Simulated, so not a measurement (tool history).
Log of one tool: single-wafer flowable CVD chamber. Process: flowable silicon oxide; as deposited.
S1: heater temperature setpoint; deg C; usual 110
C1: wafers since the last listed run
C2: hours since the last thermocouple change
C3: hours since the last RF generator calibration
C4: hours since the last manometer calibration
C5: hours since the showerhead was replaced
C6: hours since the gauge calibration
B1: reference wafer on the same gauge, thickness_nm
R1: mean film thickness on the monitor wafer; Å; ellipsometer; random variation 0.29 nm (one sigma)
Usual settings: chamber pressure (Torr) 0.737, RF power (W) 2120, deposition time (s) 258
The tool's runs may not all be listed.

Run 1, hour 0.0: usual settings; C1 0; C2 2144.6; C3 554.6; C4 1465.7; C5 3925.4; C6 162.7; B1 94.958. Result: R1 1210.64 Å.
Run 2, hour 17.0: usual settings; C1 79; C2 2161.6; C3 571.6; C4 1482.7; C5 3942.4; C6 179.7; B1 94.990. Result: R1 1214.80 Å.
Run 3, hour 32.3: usual settings; C1 71; C2 2176.9; C3 586.9; C4 1498.0; C5 3957.7; C6 195.0; B1 94.979. Result: R1 1214.50 Å.
Run 4, hour 51.9: usual settings but chamber pressure (Torr) 0.639; C1 91; C2 2196.5; C3 606.5; C4 1517.6; C5 3977.3; C6 214.6; B1 94.943. Result: R1 1048.77 Å.
Run 5, hour 58.0: usual settings; C1 28; C2 2202.6; C3 612.6; C4 1523.7; C5 3983.4; C6 220.7; B1 95.054. Result: R1 1220.62 Å.
At hour 60.5: gauge calibrated.
Run 6, hour 66.0: usual settings; C1 37; C2 2210.6; C3 620.6; C4 1531.7; C5 3991.4; C6 5.5; B1 94.998. Result: R1 1215.84 Å.
Run 7, hour 82.2: usual settings; C1 76; C2 2226.8; C3 636.8; C4 1547.9; C5 4007.6; C6 21.7; B1 94.933. Result: R1 1222.69 Å.
Run 8, hour 89.2: usual settings; C1 32; C2 2233.8; C3 643.8; C4 1554.9; C5 4014.6; C6 28.7; B1 94.944. Result: R1 1218.90 Å.
Run 9, hour 103.2: usual settings; C1 65; C2 2247.8; C3 657.8; C4 1568.9; C5 4028.6; C6 42.7; B1 95.056. Result: R1 1222.16 Å.
Run 10, hour 120.9: usual settings; C1 83; C2 2265.5; C3 675.5; C4 1586.6; C5 4046.3; C6 60.4; B1 95.035. Result: R1 1222.56 Å.
Run 11, hour 132.0: usual settings but deposition time (s) 232; C1 52; C2 2276.6; C3 686.6; C4 1597.7; C5 4057.4; C6 71.5; B1 95.064. Result: R1 1102.62 Å.
At hour 151.7: capacitance manometer re-zeroed and calibrated.
Run 12, hour 152.2: usual settings but deposition time (s) 240; C1 57; C2 2296.8; C3 706.8; C4 0.5; C5 4077.6; C6 91.7; B1 94.964. Result: R1 1141.92 Å.
Run 13, hour 164.4: usual settings but deposition time (s) 240; C1 57; C2 2309.0; C3 719.0; C4 12.7; C5 4089.8; C6 103.9; B1 94.981. Result: R1 1146.52 Å.
Run 14, hour 181.1: usual settings but deposition time (s) 240; C1 78; C2 2325.7; C3 735.7; C4 29.4; C5 4106.5; C6 120.6; B1 94.878. Result: R1 1151.89 Å.
Run 15, hour 196.3: usual settings but S1 116 deg C, chamber pressure (Torr) 0.629, RF power (W) 1995, deposition time (s) 296; C1 71; C2 2340.9; C3 750.9; C4 44.6; C5 4121.7; C6 135.8; B1 94.875. Result: R1 1003.87 Å.
Run 16, hour 209.7: usual settings but S1 116 deg C, chamber pressure (Torr) 0.891, RF power (W) 1850, deposition time (s) 228; C1 62; C2 2354.3; C3 764.3; C4 58.0; C5 4135.1; C6 149.2; B1 95.156. Result: R1 1064.19 Å.
Run 17, hour 221.3: usual settings but S1 119 deg C, chamber pressure (Torr) 0.665, RF power (W) 2355, deposition time (s) 226; C1 54; C2 2365.9; C3 775.9; C4 69.6; C5 4146.7; C6 160.8; B1 95.023. Result: R1 779.53 Å.
Run 18, hour 234.9: usual settings but chamber pressure (Torr) 0.805, RF power (W) 1860; C1 63; C2 2379.5; C3 789.5; C4 83.2; C5 4160.3; C6 174.4; B1 94.969. Result: R1 1303.44 Å.
Run 19, hour 244.3: usual settings but chamber pressure (Torr) 0.846; C1 44; C2 2388.9; C3 798.9; C4 92.6; C5 4169.7; C6 183.8; B1 94.978. Result: R1 1434.97 Å.
Run 20, hour 259.0: usual settings; C1 68; C2 2403.6; C3 813.6; C4 107.3; C5 4184.4; C6 198.5; B1 95.028. Result: R1 1250.14 Å.
At hour 273.5: RF generator calibrated.
Run 21, hour 274.0: usual settings but S1 124 deg C, chamber pressure (Torr) 0.895, RF power (W) 1770, deposition time (s) 214; C1 32; C2 2418.6; C3 0.5; C4 122.3; C5 4199.4; C6 213.5; B1 94.983. Result: R1 826.66 Å.
At hour 280.3: gauge calibrated.
Run 22, hour 285.5: usual settings but chamber pressure (Torr) 0.862, RF power (W) 2530; C1 53; C2 2430.1; C3 12.0; C4 133.8; C5 4210.9; C6 5.2; B1 94.919. Result: R1 1546.47 Å.
At hour 302.1: showerhead replaced.
Run 23, hour 302.6: usual settings; C1 42; C2 2447.2; C3 29.1; C4 150.9; C5 0.5; C6 22.3; B1 95.008. Result: R1 1278.70 Å.
At hour 320.0: thermocouple changed; heater temperature recalibrated.
Run 24, hour 320.5: usual settings but chamber pressure (Torr) 0.846, deposition time (s) 223; C1 46; C2 0.5; C3 47.0; C4 168.8; C5 18.4; C6 40.2; B1 95.025. Result: R1 1072.46 Å.
Run 25, hour 333.2: usual settings but S1 122 deg C, RF power (W) 1885, deposition time (s) 307; C1 59; C2 13.2; C3 59.7; C4 181.5; C5 31.1; C6 52.9; B1 95.003. Result: R1 903.10 Å.
Run 26, hour 343.8: usual settings but chamber pressure (Torr) 0.639; C1 49; C2 23.8; C3 70.3; C4 192.1; C5 41.7; C6 63.5; B1 94.985. Result: R1 940.88 Å.
Run 27, hour 360.2: usual settings but S1 122 deg C, chamber pressure (Torr) 0.831; C1 76; C2 40.2; C3 86.7; C4 208.5; C5 58.1; C6 79.9; B1 95.027. Result: R1 880.48 Å.
Run 28, hour 375.5: usual settings but RF power (W) 2010; C1 71; C2 55.5; C3 102.0; C4 223.8; C5 73.4; C6 95.2; B1 95.002. Result: R1 1071.25 Å.
Run 29, hour 418.0: usual settings but S1 99 deg C; C1 199; C2 98.0; C3 144.5; C4 266.3; C5 115.9; C6 137.7; B1 94.974. Result: R1 1484.50 Å.

Forecast each of these 3 alternatives for the next run:
Run A, hour 418.5: usual settings; C1 2; C2 98.5; C3 145.0; C4 266.8; C5 116.4; C6 138.2; B1 ?. Result: R1 ?.
Run B, hour 418.5: usual settings but RF power (W) 2465, deposition time (s) 297; C1 2; C2 98.5; C3 145.0; C4 266.8; C5 116.4; C6 138.2; B1 ?. Result: R1 ?.
Run C, hour 418.5: usual settings but deposition time (s) 218; C1 2; C2 98.5; C3 145.0; C4 266.8; C5 116.4; C6 138.2; B1 ?. Result: R1 ?.

run      B1       R1
  A  94.908  1077.46
  B  94.908  1277.69
  C  94.908   910.41
Without the tool's hidden state the same runs would have given:
run       R1
  A  1082.68
  B  1281.13
  C   914.83

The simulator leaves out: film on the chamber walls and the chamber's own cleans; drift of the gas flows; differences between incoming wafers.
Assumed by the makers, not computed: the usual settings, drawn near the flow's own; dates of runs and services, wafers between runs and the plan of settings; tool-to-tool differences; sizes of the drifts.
